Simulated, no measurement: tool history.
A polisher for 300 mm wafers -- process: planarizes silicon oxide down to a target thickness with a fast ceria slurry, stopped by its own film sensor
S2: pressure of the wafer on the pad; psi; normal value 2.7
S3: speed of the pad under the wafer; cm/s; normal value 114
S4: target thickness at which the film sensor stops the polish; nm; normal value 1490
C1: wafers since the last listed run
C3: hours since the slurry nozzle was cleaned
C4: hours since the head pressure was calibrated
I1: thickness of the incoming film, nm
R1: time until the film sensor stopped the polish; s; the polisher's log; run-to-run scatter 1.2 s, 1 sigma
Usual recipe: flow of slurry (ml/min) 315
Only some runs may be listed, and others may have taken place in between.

run 1 hour=0.0 | flow_of_slurry_(ml/min)=380 S2=2.5 S3=114 S4=1490 | C1=0 wafers_polished_on_this_pad=1473 C3=72.8 C4=25.5 | I1=2572.8 | R1=71.4
-- hour=156.0 worn pad replaced by a new one
-- hour=194.9 slurry nozzle cleaned
run 2 hour=261.2 | flow_of_slurry_(ml/min)=380 S2=2.5 S3=114 S4=1490 | C1=2793 wafers_polished_on_this_pad=1135 C3=66.3 C4=286.7 | I1=2579.7 | R1=67.8
run 3 hour=354.1 | flow_of_slurry_(ml/min)=315 S2=2.7 S3=114 S4=1490 | C1=1013 wafers_polished_on_this_pad=2148 C3=159.2 C4=379.6 | I1=2591.9 | R1=68.0
-- hour=474.3 worn pad replaced by a new one
run 4 hour=474.8 | flow_of_slurry_(ml/min)=315 S2=3.2 S3=142 S4=1490 | C1=1272 wafers_polished_on_this_pad=5 C3=279.9 C4=500.3 | I1=2641.0 | R1=53.5
-- hour=476.8 slurry nozzle cleaned
run 5 hour=569.8 | flow_of_slurry_(ml/min)=315 S2=3.2 S3=142 S4=1490 | C1=1025 wafers_polished_on_this_pad=1030 C3=93.0 C4=595.3 | I1=2605.4 | R1=54.2
run 6 hour=635.5 | flow_of_slurry_(ml/min)=315 S2=3.3 S3=114 S4=1490 | C1=716 wafers_polished_on_this_pad=1747 C3=158.7 C4=661.0 | I1=2588.4 | R1=57.7
run 7 hour=682.4 | flow_of_slurry_(ml/min)=315 S2=2.7 S3=114 S4=1490 | C1=511 wafers_polished_on_this_pad=2258 C3=205.6 C4=707.9 | I1=2596.2 | R1=66.1
run 8 hour=729.0 | flow_of_slurry_(ml/min)=315 S2=2.7 S3=114 S4=1490 | C1=508 wafers_polished_on_this_pad=2766 C3=252.2 C4=754.5 | I1=2601.4 | R1=66.5
-- hour=751.8 slurry nozzle cleaned
-- hour=780.9 worn pad replaced by a new one
run 9 hour=831.3 | flow_of_slurry_(ml/min)=315 S2=2.7 S3=114 S4=1490 | C1=1061 wafers_polished_on_this_pad=549 C3=79.5 C4=856.8 | I1=2623.8 | R1=69.0
run 10 hour=922.3 | flow_of_slurry_(ml/min)=285 S2=2.7 S3=114 S4=1384 | C1=992 wafers_polished_on_this_pad=1542 C3=170.5 C4=947.8 | I1=2638.9 | R1=77.5
run 11 hour=965.0 | flow_of_slurry_(ml/min)=315 S2=2.2 S3=114 S4=1490 | C1=465 wafers_polished_on_this_pad=2007 C3=213.2 C4=990.5 | I1=2618.3 | R1=78.9
-- hour=1033.1 slurry nozzle cleaned
run 12 hour=1033.6 | flow_of_slurry_(ml/min)=235 S2=3.2 S3=134 S4=1223 | C1=737 wafers_polished_on_this_pad=2744 C3=0.5 C4=1059.1 | I1=2555.4 | R1=65.7
-- hour=1048.7 head pressure recalibrated
-- hour=1072.4 worn pad replaced by a new one
run 13 hour=1072.9 | flow_of_slurry_(ml/min)=315 S2=2.7 S3=114 S4=1490 | C1=363 wafers_polished_on_this_pad=5 C3=39.8 C4=24.2 | I1=2538.7 | R1=65.1
run 14 hour=1162.1 | flow_of_slurry_(ml/min)=315 S2=2.7 S3=86 S4=1723 | C1=972 wafers_polished_on_this_pad=978 C3=129.0 C4=113.4 | I1=2578.2 | R1=64.2
run 15 hour=1261.0 | flow_of_slurry_(ml/min)=315 S2=2.3 S3=114 S4=1803 | C1=1078 wafers_polished_on_this_pad=2057 C3=227.9 C4=212.3 | I1=2621.5 | R1=54.5
-- hour=1317.5 slurry nozzle cleaned
run 16 hour=1326.6 | flow_of_slurry_(ml/min)=390 S2=2.7 S3=144 S4=1361 | C1=704 wafers_polished_on_this_pad=2761 C3=9.1 C4=277.9 | I1=2545.6 | R1=61.1
-- hour=1372.5 worn pad replaced by a new one
run 17 hour=1395.1 | flow_of_slurry_(ml/min)=380 S2=2.0 S3=114 S4=1625 | C1=703 wafers_polished_on_this_pad=246 C3=77.6 C4=346.4 | I1=2624.7 | R1=72.1

5 options for the next run, each taken on its own from the tool as it stands now. Forecast them:
run A hour=1395.5 | flow_of_slurry_(ml/min)=315 S2=2.7 S3=126 S4=1490 | C1=4 wafers_polished_on_this_pad=250 C3=78.0 C4=346.8 | I1=2565.1 | R1=?
run B hour=1395.5 | flow_of_slurry_(ml/min)=315 S2=2.7 S3=114 S4=1298 | C1=4 wafers_polished_on_this_pad=250 C3=78.0 C4=346.8 | I1=2565.1 | R1=?
run C hour=1395.5 | flow_of_slurry_(ml/min)=315 S2=2.1 S3=114 S4=1490 | C1=4 wafers_polished_on_this_pad=250 C3=78.0 C4=346.8 | I1=2565.1 | R1=?
run D hour=1395.5 | flow_of_slurry_(ml/min)=235 S2=2.7 S3=92 S4=1490 | C1=4 wafers_polished_on_this_pad=250 C3=78.0 C4=346.8 | I1=2565.1 | R1=?
run E hour=1395.5 | flow_of_slurry_(ml/min)=315 S2=2.4 S3=142 S4=1370 | C1=4 wafers_polished_on_this_pad=250 C3=78.0 C4=346.8 | I1=2565.1 | R1=?

run=A R1=60.9
run=B R1=77.2
run=C R1=76.8
run=D R1=78.6
run=E R1=66.8
What these runs would have given with no unlogged condition in the tool:
run=A R1=60.9
run=B R1=77.2
run=C R1=76.8
run=D R1=78.6
run=E R1=66.8
